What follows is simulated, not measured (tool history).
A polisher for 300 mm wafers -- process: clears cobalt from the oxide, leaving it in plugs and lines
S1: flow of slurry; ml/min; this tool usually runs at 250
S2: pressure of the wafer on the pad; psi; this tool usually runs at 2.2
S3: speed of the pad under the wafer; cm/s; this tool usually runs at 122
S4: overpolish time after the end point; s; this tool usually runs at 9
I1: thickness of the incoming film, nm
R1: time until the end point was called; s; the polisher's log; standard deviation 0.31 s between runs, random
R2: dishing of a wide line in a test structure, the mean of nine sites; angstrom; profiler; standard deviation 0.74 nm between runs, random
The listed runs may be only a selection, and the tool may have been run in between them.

{"run": 1, "day": 0.0, "S1": 250, "S2": 2.2, "S3": 122, "S4": 9, "I1": 171.4, "R1": 21.9, "R2": 412}
{"day": 1.279, "done": "slurry nozzle cleaned"}
{"run": 2, "day": 3.662, "S1": 250, "S2": 2.2, "S3": 122, "S4": 7, "I1": 168.9, "R1": 21.6, "R2": 353}
{"day": 4.312, "done": "worn pad replaced by a new one"}
{"run": 3, "day": 6.762, "S1": 250, "S2": 2.2, "S3": 122, "S4": 9, "I1": 170.3, "R1": 22.2, "R2": 400}
{"run": 4, "day": 11.183, "S1": 250, "S2": 2.2, "S3": 122, "S4": 9, "I1": 171.4, "R1": 21.8, "R2": 415}
{"run": 5, "day": 14.146, "S1": 250, "S2": 2.2, "S3": 122, "S4": 9, "I1": 169.5, "R1": 21.3, "R2": 416}
{"run": 6, "day": 17.383, "S1": 250, "S2": 2.4, "S3": 122, "S4": 9, "I1": 169.6, "R1": 20.1, "R2": 441}
{"run": 7, "day": 19.642, "S1": 250, "S2": 2.2, "S3": 122, "S4": 9, "I1": 171.6, "R1": 22, "R2": 408}
{"run": 8, "day": 23.571, "S1": 250, "S2": 2.2, "S3": 122, "S4": 9, "I1": 170.2, "R1": 21.2, "R2": 410}
{"run": 9, "day": 27.5, "S1": 250, "S2": 2.2, "S3": 122, "S4": 9, "I1": 169.3, "R1": 21.5, "R2": 425}
{"run": 10, "day": 29.779, "S1": 250, "S2": 2.2, "S3": 122, "S4": 9, "I1": 168.9, "R1": 21.7, "R2": 422}
{"day": 31.654, "done": "worn pad replaced by a new one"}
{"run": 11, "day": 33.658, "S1": 250, "S2": 1.5, "S3": 88, "S4": 7, "I1": 168.7, "R1": 37, "R2": 247}
{"day": 33.796, "done": "head pressure recalibrated"}
{"day": 36.446, "done": "slurry nozzle cleaned"}
{"run": 12, "day": 37.938, "S1": 250, "S2": 2.2, "S3": 122, "S4": 9, "I1": 170.9, "R1": 21.7, "R2": 415}
{"run": 13, "day": 42.112, "S1": 275, "S2": 2.2, "S3": 122, "S4": 6, "I1": 171, "R1": 21.3, "R2": 319}
{"run": 14, "day": 44.233, "S1": 250, "S2": 2.2, "S3": 84, "S4": 7, "I1": 170.8, "R1": 29.4, "R2": 296}
{"run": 15, "day": 48.638, "S1": 250, "S2": 2.2, "S3": 122, "S4": 9, "I1": 169.2, "R1": 22, "R2": 416}
{"run": 16, "day": 51.092, "S1": 250, "S2": 2.2, "S3": 122, "S4": 9, "I1": 167.1, "R1": 21.7, "R2": 413}
{"run": 17, "day": 53.25, "S1": 310, "S2": 2.8, "S3": 146, "S4": 9, "I1": 172.2, "R1": 15.8, "R2": 483}
{"run": 18, "day": 55.654, "S1": 250, "S2": 2.6, "S3": 122, "S4": 9, "I1": 167.3, "R1": 18.8, "R2": 441}
{"day": 57.942, "done": "worn pad replaced by a new one"}
{"run": 19, "day": 58.458, "S1": 250, "S2": 2.2, "S3": 110, "S4": 9, "I1": 169.1, "R1": 23.6, "R2": 390}
{"run": 20, "day": 62.808, "S1": 250, "S2": 2.2, "S3": 122, "S4": 9, "I1": 169.9, "R1": 21.8, "R2": 426}
{"run": 21, "day": 64.521, "S1": 250, "S2": 2.2, "S3": 122, "S4": 9, "I1": 168.8, "R1": 21.5, "R2": 416}
{"run": 22, "day": 68.275, "S1": 250, "S2": 2.6, "S3": 122, "S4": 9, "I1": 171.8, "R1": 19.3, "R2": 456}
{"day": 68.438, "done": "slurry nozzle cleaned"}
{"run": 23, "day": 70.267, "S1": 250, "S2": 2.2, "S3": 108, "S4": 9, "I1": 172.5, "R1": 24.4, "R2": 386}
{"run": 24, "day": 72.825, "S1": 250, "S2": 2.2, "S3": 122, "S4": 9, "I1": 168.7, "R1": 21, "R2": 407}
{"run": 25, "day": 74.404, "S1": 250, "S2": 2.2, "S3": 122, "S4": 9, "I1": 171, "R1": 22.2, "R2": 419}
{"run": 26, "day": 77.983, "S1": 280, "S2": 1.7, "S3": 138, "S4": 11, "I1": 171, "R1": 23.6, "R2": 435}
{"day": 78.208, "done": "head pressure recalibrated"}
{"run": 27, "day": 81.338, "S1": 205, "S2": 2.6, "S3": 122, "S4": 7, "I1": 166.5, "R1": 19.3, "R2": 379}
{"day": 92.017, "done": "worn pad replaced by a new one"}
{"run": 28, "day": 93.642, "S1": 200, "S2": 2.7, "S3": 122, "S4": 7, "I1": 172.7, "R1": 19.1, "R2": 379}
{"run": 29, "day": 95.554, "S1": 250, "S2": 2.2, "S3": 122, "S4": 9, "I1": 171.1, "R1": 21.8, "R2": 417}
{"run": 30, "day": 99.512, "S1": 165, "S2": 2.2, "S3": 122, "S4": 5, "I1": 169.5, "R1": 23.4, "R2": 270}
{"day": 99.683, "done": "slurry nozzle cleaned"}
{"run": 31, "day": 103.458, "S1": 250, "S2": 2.2, "S3": 122, "S4": 9, "I1": 170.7, "R1": 21.9, "R2": 409}
{"run": 32, "day": 107.117, "S1": 195, "S2": 2.9, "S3": 148, "S4": 9, "I1": 169.9, "R1": 15.8, "R2": 475}
{"run": 33, "day": 111.617, "S1": 250, "S2": 1.5, "S3": 122, "S4": 9, "I1": 167.1, "R1": 27.9, "R2": 344}
{"run": 34, "day": 115.258, "S1": 335, "S2": 2.2, "S3": 122, "S4": 13, "I1": 170.8, "R1": 21.4, "R2": 511}

For each run, what was the tool's unlogged condition?
removal rate lost through wear of the pad, %: 0, the same for each run
slurry flow missing at the pad, %: 0, the same for each run
deviation of the head's pressure from its setpoint, %: 0, the same for each run
